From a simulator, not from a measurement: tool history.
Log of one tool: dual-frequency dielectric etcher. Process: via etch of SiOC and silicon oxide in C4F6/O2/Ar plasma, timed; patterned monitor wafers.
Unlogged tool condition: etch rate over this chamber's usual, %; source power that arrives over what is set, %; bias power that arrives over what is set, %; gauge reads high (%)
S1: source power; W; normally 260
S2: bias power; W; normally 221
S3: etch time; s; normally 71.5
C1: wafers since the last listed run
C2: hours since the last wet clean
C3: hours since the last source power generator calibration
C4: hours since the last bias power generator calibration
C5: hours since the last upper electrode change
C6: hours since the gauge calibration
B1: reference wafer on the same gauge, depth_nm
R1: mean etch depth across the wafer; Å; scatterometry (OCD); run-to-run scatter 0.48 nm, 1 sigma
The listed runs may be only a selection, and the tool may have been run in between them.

{"run": 1, "hour": 0.0, "S1": 260, "S2": 221, "S3": 71.5, "C1": 0, "C2": 1.1, "C3": 4816.8, "C4": 22.4, "C5": 2466.7, "C6": 336.9, "B1": 75.3, "R1": 782}
{"run": 2, "hour": 6.3, "S1": 210, "S2": 221, "S3": 71.5, "C1": 61, "C2": 7.4, "C3": 4823.1, "C4": 28.7, "C5": 2473.0, "C6": 343.2, "B1": 75.2, "R1": 687}
{"run": 3, "hour": 15.5, "S1": 210, "S2": 221, "S3": 71.5, "C1": 90, "C2": 16.6, "C3": 4832.3, "C4": 37.9, "C5": 2482.2, "C6": 352.4, "B1": 75.1, "R1": 689}
{"run": 4, "hour": 30.1, "S1": 260, "S2": 221, "S3": 71.5, "C1": 143, "C2": 31.2, "C3": 4846.9, "C4": 52.5, "C5": 2496.8, "C6": 367.0, "B1": 75.2, "R1": 782}
{"run": 5, "hour": 37.8, "S1": 260, "S2": 221, "S3": 71.5, "C1": 75, "C2": 38.9, "C3": 4854.6, "C4": 60.2, "C5": 2504.5, "C6": 374.7, "B1": 75.1, "R1": 776}
{"hour": 64.4, "done": "upper electrode replaced"}
{"run": 6, "hour": 64.9, "S1": 260, "S2": 221, "S3": 71.5, "C1": 30, "C2": 66.0, "C3": 4881.7, "C4": 87.3, "C5": 0.5, "C6": 401.8, "B1": 74.9, "R1": 768}
{"run": 7, "hour": 65.2, "S1": 300, "S2": 221, "S3": 71.5, "C1": 2, "C2": 66.3, "C3": 4882.0, "C4": 87.6, "C5": 0.8, "C6": 402.1, "B1": 75.1, "R1": 844}
{"run": 8, "hour": 76.5, "S1": 210, "S2": 206, "S3": 71.5, "C1": 111, "C2": 77.6, "C3": 4893.3, "C4": 98.9, "C5": 12.1, "C6": 413.4, "B1": 74.9, "R1": 665}
{"run": 9, "hour": 87.5, "S1": 260, "S2": 221, "S3": 71.5, "C1": 108, "C2": 88.6, "C3": 4904.3, "C4": 109.9, "C5": 23.1, "C6": 424.4, "B1": 75.1, "R1": 785}
{"run": 10, "hour": 100.1, "S1": 290, "S2": 171, "S3": 62.0, "C1": 123, "C2": 101.2, "C3": 4916.9, "C4": 122.5, "C5": 35.7, "C6": 437.0, "B1": 75.1, "R1": 666}
{"hour": 102.4, "done": "gauge calibrated"}
{"run": 11, "hour": 120.5, "S1": 260, "S2": 221, "S3": 71.5, "C1": 200, "C2": 121.6, "C3": 4937.3, "C4": 142.9, "C5": 56.1, "C6": 18.1, "B1": 75.1, "R1": 782}
{"run": 12, "hour": 128.7, "S1": 300, "S2": 243, "S3": 88.0, "C1": 80, "C2": 129.8, "C3": 4945.5, "C4": 151.1, "C5": 64.3, "C6": 26.3, "B1": 75.3, "R1": 1071}
{"run": 13, "hour": 135.6, "S1": 210, "S2": 240, "S3": 86.0, "C1": 67, "C2": 136.7, "C3": 4952.4, "C4": 158.0, "C5": 71.2, "C6": 33.2, "B1": 75.0, "R1": 854}
{"run": 14, "hour": 151.7, "S1": 260, "S2": 221, "S3": 71.5, "C1": 158, "C2": 152.8, "C3": 4968.5, "C4": 174.1, "C5": 87.3, "C6": 49.3, "B1": 75.4, "R1": 779}
{"run": 15, "hour": 163.5, "S1": 260, "S2": 203, "S3": 50.5, "C1": 115, "C2": 164.6, "C3": 4980.3, "C4": 185.9, "C5": 99.1, "C6": 61.1, "B1": 75.1, "R1": 542}
{"run": 16, "hour": 181.4, "S1": 260, "S2": 221, "S3": 71.5, "C1": 175, "C2": 182.5, "C3": 4998.2, "C4": 203.8, "C5": 117.0, "C6": 79.0, "B1": 75.2, "R1": 787}
{"hour": 189.9, "done": "source power generator calibrated"}
{"run": 17, "hour": 190.4, "S1": 260, "S2": 221, "S3": 71.5, "C1": 49, "C2": 191.5, "C3": 0.5, "C4": 212.8, "C5": 126.0, "C6": 88.0, "B1": 75.3, "R1": 792}
{"run": 18, "hour": 224.1, "S1": 260, "S2": 221, "S3": 71.5, "C1": 331, "C2": 225.2, "C3": 34.2, "C4": 246.5, "C5": 159.7, "C6": 121.7, "B1": 75.3, "R1": 796}
{"run": 19, "hour": 231.6, "S1": 300, "S2": 267, "S3": 71.5, "C1": 73, "C2": 232.7, "C3": 41.7, "C4": 254.0, "C5": 167.2, "C6": 129.2, "B1": 75.1, "R1": 911}
{"run": 20, "hour": 249.4, "S1": 260, "S2": 221, "S3": 71.5, "C1": 174, "C2": 250.5, "C3": 59.5, "C4": 271.8, "C5": 185.0, "C6": 147.0, "B1": 75.2, "R1": 791}
{"run": 21, "hour": 260.2, "S1": 280, "S2": 200, "S3": 89.0, "C1": 106, "C2": 261.3, "C3": 70.3, "C4": 282.6, "C5": 195.8, "C6": 157.8, "B1": 75.1, "R1": 994}
{"run": 22, "hour": 277.1, "S1": 230, "S2": 202, "S3": 88.0, "C1": 166, "C2": 278.2, "C3": 87.2, "C4": 299.5, "C5": 212.7, "C6": 174.7, "B1": 75.0, "R1": 884}
{"run": 23, "hour": 283.3, "S1": 260, "S2": 221, "S3": 71.5, "C1": 60, "C2": 284.4, "C3": 93.4, "C4": 305.7, "C5": 218.9, "C6": 180.9, "B1": 75.2, "R1": 788}
{"run": 24, "hour": 300.2, "S1": 220, "S2": 247, "S3": 58.5, "C1": 166, "C2": 301.3, "C3": 110.3, "C4": 322.6, "C5": 235.8, "C6": 197.8, "B1": 75.3, "R1": 611}
{"hour": 329.5, "done": "wet clean of the chamber"}
{"run": 25, "hour": 330.0, "S1": 280, "S2": 200, "S3": 89.0, "C1": 57, "C2": 0.5, "C3": 140.1, "C4": 352.4, "C5": 265.6, "C6": 227.6, "B1": 75.2, "R1": 978}
{"run": 26, "hour": 330.3, "S1": 310, "S2": 268, "S3": 56.0, "C1": 2, "C2": 0.8, "C3": 140.4, "C4": 352.7, "C5": 265.9, "C6": 227.9, "B1": 75.2, "R1": 702}
{"run": 27, "hour": 338.9, "S1": 260, "S2": 221, "S3": 85.0, "C1": 84, "C2": 9.4, "C3": 149.0, "C4": 361.3, "C5": 274.5, "C6": 236.5, "B1": 75.2, "R1": 926}
{"run": 28, "hour": 346.4, "S1": 310, "S2": 202, "S3": 53.0, "C1": 73, "C2": 16.9, "C3": 156.5, "C4": 368.8, "C5": 282.0, "C6": 244.0, "B1": 75.1, "R1": 619}
{"run": 29, "hour": 357.8, "S1": 260, "S2": 270, "S3": 52.0, "C1": 112, "C2": 28.3, "C3": 167.9, "C4": 380.2, "C5": 293.4, "C6": 255.4, "B1": 75.4, "R1": 595}

5 options for the next run, each taken on its own from the tool as it stands now. Forecast them:
{"run": "A", "hour": 358.2, "S1": 260, "S2": 221, "S3": 82.5, "C1": 3, "C2": 28.7, "C3": 168.3, "C4": 380.6, "C5": 293.8, "C6": 255.8, "B1": "?", "R1": "?"}
{"run": "B", "hour": 358.2, "S1": 260, "S2": 181, "S3": 79.5, "C1": 3, "C2": 28.7, "C3": 168.3, "C4": 380.6, "C5": 293.8, "C6": 255.8, "B1": "?", "R1": "?"}
{"run": "C", "hour": 358.2, "S1": 310, "S2": 194, "S3": 55.0, "C1": 3, "C2": 28.7, "C3": 168.3, "C4": 380.6, "C5": 293.8, "C6": 255.8, "B1": "?", "R1": "?"}
{"run": "D", "hour": 358.2, "S1": 280, "S2": 190, "S3": 54.5, "C1": 3, "C2": 28.7, "C3": 168.3, "C4": 380.6, "C5": 293.8, "C6": 255.8, "B1": "?", "R1": "?"}
{"run": "E", "hour": 358.2, "S1": 230, "S2": 197, "S3": 71.5, "C1": 3, "C2": 28.7, "C3": 168.3, "C4": 380.6, "C5": 293.8, "C6": 255.8, "B1": "?", "R1": "?"}

run=A B1=75.2 R1=896
run=B B1=75.2 R1=815
run=C B1=75.2 R1=633
run=D B1=75.2 R1=590
run=E B1=75.2 R1=700
Stripped of hidden state, with their random variation kept, the same runs would have yielded:
run=A R1=893
run=B R1=812
run=C R1=630
run=D R1=588
run=E R1=697
